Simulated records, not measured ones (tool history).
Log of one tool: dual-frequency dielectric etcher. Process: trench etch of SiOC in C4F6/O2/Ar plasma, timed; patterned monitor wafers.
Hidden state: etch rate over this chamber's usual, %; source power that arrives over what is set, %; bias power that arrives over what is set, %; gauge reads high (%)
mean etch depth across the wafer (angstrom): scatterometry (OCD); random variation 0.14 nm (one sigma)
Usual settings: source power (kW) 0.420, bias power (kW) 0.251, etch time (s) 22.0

run	hour	source power (kW)	bias power (kW)	etch time (s)	wafers since the last listed run	hours since the last wet clean	hours since the last source power generator calibration	hours since the last bias power generator calibration	hours since the last upper electrode change	hours since the gauge calibration	read-back reference wafer on the same gauge, depth_nm	mean etch depth across the wafer (angstrom)
1	0.0	0.420	0.215	22.0	0	201.7	3158.2	2585.1	2062.2	441.5	41.7	473
2	23.2	0.420	0.215	22.0	434	224.9	3181.4	2608.3	2085.4	464.7	41.7	476
3	54.7	0.420	0.251	22.0	590	256.4	3212.9	2639.8	2116.9	496.2	41.7	492
# hour 68.7: gauge calibrated
4	105.8	0.420	0.251	22.0	957	307.5	3264.0	2690.9	2168.0	37.1	41.7	497
5	124.5	0.420	0.251	22.0	350	326.2	3282.7	2709.6	2186.7	55.8	41.7	495
6	154.1	0.420	0.251	22.0	554	355.8	3312.3	2739.2	2216.3	85.4	41.7	496
7	189.7	0.420	0.251	22.0	666	391.4	3347.9	2774.8	2251.9	121.0	41.8	498
8	209.8	0.420	0.251	22.0	376	411.5	3368.0	2794.9	2272.0	141.1	41.7	497
9	233.8	0.420	0.251	22.0	449	435.5	3392.0	2818.9	2296.0	165.1	41.8	499
# hour 261.4: wet clean of the chamber
10	267.1	0.340	0.251	22.0	174	5.7	3425.3	2852.2	2329.3	198.4	41.7	432
11	289.8	0.420	0.251	26.0	425	28.4	3448.0	2874.9	2352.0	221.1	41.7	579
12	319.7	0.420	0.290	22.0	560	58.3	3477.9	2904.8	2381.9	251.0	41.7	507
13	341.5	0.420	0.290	22.0	408	80.1	3499.7	2926.6	2403.7	272.8	41.7	510
14	353.6	0.420	0.290	22.0	226	92.2	3511.8	2938.7	2415.8	284.9	41.7	512
15	375.8	0.420	0.251	22.0	415	114.4	3534.0	2960.9	2438.0	307.1	41.7	489
16	389.0	0.480	0.225	19.5	247	127.6	3547.2	2974.1	2451.2	320.3	41.7	455
# hour 404.1: bias power generator calibrated
17	420.0	0.420	0.251	25.5	505	158.6	3578.2	15.9	2482.2	351.3	41.7	569
18	444.7	0.490	0.312	17.5	462	183.3	3602.9	40.6	2506.9	376.0	41.7	455
19	466.4	0.470	0.251	19.5	406	205.0	3624.6	62.3	2528.6	397.7	41.7	467
# hour 502.8: gauge calibrated
# hour 513.9: upper electrode replaced
20	514.4	0.470	0.251	22.0	449	253.0	3672.6	110.3	0.5	11.6	41.7	528
21	514.7	0.420	0.251	18.0	5	253.3	3672.9	110.6	0.8	11.9	41.6	405
# hour 580.5: source power generator calibrated
22	609.9	0.510	0.227	22.0	1708	348.5	29.4	205.8	96.0	107.1	41.7	543
23	625.5	0.420	0.215	22.0	292	364.1	45.0	221.4	111.6	122.7	41.6	479
24	659.6	0.420	0.251	22.0	638	398.2	79.1	255.5	145.7	156.8	41.8	502
25	677.0	0.420	0.251	22.0	325	415.6	96.5	272.9	163.1	174.2	41.8	504
26	699.3	0.420	0.223	22.0	417	437.9	118.8	295.2	185.4	196.5	41.7	486
27	725.0	0.350	0.303	19.0	481	463.6	144.5	320.9	211.1	222.2	41.6	412
28	754.9	0.500	0.197	27.5	560	493.5	174.4	350.8	241.0	252.1	41.7	649
29	774.8	0.420	0.284	22.0	372	513.4	194.3	370.7	260.9	272.0	41.7	523
# hour 811.2: wet clean of the chamber
30	811.7	0.330	0.281	27.5	241	0.5	231.2	407.6	297.8	308.9	41.7	551
31	812.0	0.420	0.296	22.0	5	0.8	231.5	407.9	298.1	309.2	41.7	515

Hidden state or all else? Some run-to-run changes of mean etch depth across the wafer (angstrom), split into what the settings, what came in and random variation would give without the hidden state, and what is left for the hidden state (with any gauge scatter that isn't in both results):
Run 9 -> 10: source power (kW) 0.420 -> 0.340, wet clean of the chamber. mean etch depth across the wafer (angstrom) -67: hidden state -12, all else -55.
Run 10 -> 11: source power (kW) 0.340 -> 0.420, etch time (s) 22.0 -> 26.0. mean etch depth across the wafer (angstrom) +147: hidden state +1, all else +146.
Run 21 -> 22: source power (kW) 0.420 -> 0.510, bias power (kW) 0.251 -> 0.227, etch time (s) 18.0 -> 22.0, source power generator calibrated. mean etch depth across the wafer (angstrom) +138: hidden state +6, all else +132.
Run 27 -> 28: source power (kW) 0.350 -> 0.500, bias power (kW) 0.303 -> 0.197, etch time (s) 19.0 -> 27.5. mean etch depth across the wafer (angstrom) +237: hidden state +9, all else +228.
Run 29 -> 30: source power (kW) 0.420 -> 0.330, bias power (kW) 0.284 -> 0.281, etch time (s) 22.0 -> 27.5, wet clean of the chamber. mean etch depth across the wafer (angstrom) +28: hidden state -14, all else +42.
